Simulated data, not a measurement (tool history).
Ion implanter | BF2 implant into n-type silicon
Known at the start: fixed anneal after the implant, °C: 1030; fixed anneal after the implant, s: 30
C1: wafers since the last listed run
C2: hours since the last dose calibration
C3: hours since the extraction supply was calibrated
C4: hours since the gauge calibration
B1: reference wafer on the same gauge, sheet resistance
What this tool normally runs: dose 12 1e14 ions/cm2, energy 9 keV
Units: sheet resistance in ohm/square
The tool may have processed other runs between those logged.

run 1 day=0 | dose=12 energy=9 | C1=0 C2=1564.1 C3=5194.3 C4=755.6 | B1=179.93 | sheet_resistance=161.28
run 2 day=2.162 | dose=12 energy=9 | C1=1508 C2=1616 C3=5246.2 C4=807.5 | B1=180.1 | sheet_resistance=160.48
run 3 day=3.867 | dose=12 energy=9 | C1=1188 C2=1656.9 C3=5287.1 C4=848.4 | B1=179.99 | sheet_resistance=160.79
run 4 day=6.238 | dose=13.97 energy=10.5 | C1=1654 C2=1713.8 C3=5344 C4=905.3 | B1=179.99 | sheet_resistance=146.32
run 5 day=8.417 | dose=12 energy=9 | C1=1520 C2=1766.1 C3=5396.3 C4=957.6 | B1=180 | sheet_resistance=160.85
run 6 day=9.529 | dose=12 energy=9 | C1=776 C2=1792.8 C3=5423 C4=984.3 | B1=179.98 | sheet_resistance=160.92
run 7 day=11.817 | dose=12 energy=9 | C1=1595 C2=1847.7 C3=5477.9 C4=1039.2 | B1=180 | sheet_resistance=160.85
run 8 day=13.746 | dose=14.02 energy=11 | C1=1345 C2=1894 C3=5524.2 C4=1085.5 | B1=179.92 | sheet_resistance=145.41
run 9 day=14.888 | dose=14.02 energy=11 | C1=796 C2=1921.4 C3=5551.6 C4=1112.9 | B1=180.03 | sheet_resistance=145.23
run 10 day=16.425 | dose=14.02 energy=11 | C1=1072 C2=1958.3 C3=5588.5 C4=1149.8 | B1=179.9 | sheet_resistance=145.27
-- day=20.546 gauge calibrated
-- day=22.629 Faraday cup replaced and dose calibrated
run 11 day=23.5 | dose=10.55 energy=10.5 | C1=4703 C2=20.9 C3=5758.3 C4=70.9 | B1=179.99 | sheet_resistance=161.74
run 12 day=24.521 | dose=8.41 energy=7 | C1=712 C2=45.4 C3=5782.8 C4=95.4 | B1=179.99 | sheet_resistance=203.49
-- day=26.088 extraction supply calibrated
run 13 day=26.779 | dose=10.55 energy=10.5 | C1=1343 C2=99.6 C3=16.6 C4=149.6 | B1=179.95 | sheet_resistance=162.25
run 14 day=27.85 | dose=15.08 energy=7.5 | C1=747 C2=125.3 C3=42.3 C4=175.3 | B1=179.96 | sheet_resistance=151.86

Estimate the outcome of run 15 from the log above:
run 15 day=29.321 | dose=9.78 energy=11.5 | C1=1026 C2=160.6 C3=77.6 C4=210.6 | B1=? | sheet_resistance=?

B1: 179.92
sheet resistance: 165.51 ohm/square
With no hidden state in the tool, this same run would have given sheet resistance 164.46 ohm/square.

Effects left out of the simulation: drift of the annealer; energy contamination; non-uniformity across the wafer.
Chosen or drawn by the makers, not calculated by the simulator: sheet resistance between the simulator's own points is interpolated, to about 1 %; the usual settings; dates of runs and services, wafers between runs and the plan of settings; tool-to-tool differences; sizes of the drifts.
